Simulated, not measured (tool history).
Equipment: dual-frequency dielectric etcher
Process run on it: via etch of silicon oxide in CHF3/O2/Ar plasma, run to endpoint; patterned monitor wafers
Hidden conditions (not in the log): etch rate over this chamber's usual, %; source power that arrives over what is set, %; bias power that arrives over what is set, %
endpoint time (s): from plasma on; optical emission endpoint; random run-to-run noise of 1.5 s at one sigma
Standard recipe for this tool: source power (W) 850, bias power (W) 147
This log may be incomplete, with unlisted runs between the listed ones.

run,hour,source power (W),bias power (W),wafers since the last listed run,hours since the last wet clean,hours since the last source power generator calibration,hours since the last bias power generator calibration,hours since the last upper electrode change,"incoming incoming film thickness, nm",endpoint time (s)
1,0,850,147,0,16.3,1909.9,1306.6,4110.4,537.8,239.1
2,84.1,850,147,274,100.4,1994,1390.7,4194.5,543.8,241.6
3,142.4,850,147,190,158.7,2052.3,1449,4252.8,540.4,239.4
4,218.5,920,147,248,234.8,2128.4,1525.1,4328.9,546.5,237.1
5,316.8,850,147,321,333.1,2226.7,1623.4,4427.2,543.3,236.5
6,367.9,700,147,166,384.2,2277.8,1674.5,4478.3,539.4,248.1
7,473.3,700,147,344,489.6,2383.2,1779.9,4583.7,542.2,248.2
# hour 546.2: source power generator calibrated
8,567.1,850,147,293,583.4,20.9,1873.7,4677.5,545,232.7
# hour 652.9: wet clean of the chamber
9,653.4,850,147,203,0.5,107.2,1960,4763.8,541.8,240.4
# hour 719.2: upper electrode replaced
10,802.8,850,147,409,149.9,256.6,2109.4,83.6,542,238
11,891.2,850,163,288,238.3,345,2197.8,172,543.8,231.7
12,938.4,850,163,154,285.5,392.2,2245,219.2,540.5,228.9
13,1026.2,1050,163,286,373.3,480,2332.8,307,544.4,214.4
14,1072.2,1060,166,150,419.3,526,2378.8,353,539.3,209.4
15,1196.1,1000,133,404,543.2,649.9,2502.7,476.9,538.6,227.6
# hour 1226.7: wet clean of the chamber
16,1267,850,147,153,40.3,720.8,2573.6,547.8,540.4,242.9
17,1315.9,790,124,159,89.2,769.7,2622.5,596.7,536.6,259.6
18,1353,1020,112,121,126.3,806.8,2659.6,633.8,538.2,247.9
19,1439,850,147,281,212.3,892.8,2745.6,719.8,538.1,237.4
20,1540.7,650,176,332,314,994.5,2847.3,821.5,538.1,237.5
21,1604.1,960,172,207,377.4,1057.9,2910.7,884.9,541.3,216
22,1709.9,850,117,345,483.2,1163.7,3016.5,990.7,541.8,254.2
23,1770.8,940,137,199,544.1,1224.6,3077.4,1051.6,539.5,228.5
24,1812.9,850,147,137,586.2,1266.7,3119.5,1093.7,545.8,234.5
# hour 1870: wet clean of the chamber
25,1870.5,1050,179,109,0.5,1324.3,3177.1,1151.3,548.6,216.5
# hour 1883: bias power generator calibrated
26,1951.4,1000,133,251,81.4,1405.2,68.4,1232.2,544.5,239.5
27,2069.2,1010,147,384,199.2,1523,186.2,1350,543.6,226.3
28,2155.9,850,147,283,285.9,1609.7,272.9,1436.7,547.1,238.6

Expected results for the next run?
29,2256,720,169,327,386,1709.8,373,1536.8,541.9,?

{"run 29": {"endpoint time (s)": 236.8}}
With no hidden state in the tool, this same run would have given endpoint time (s) 244.7.
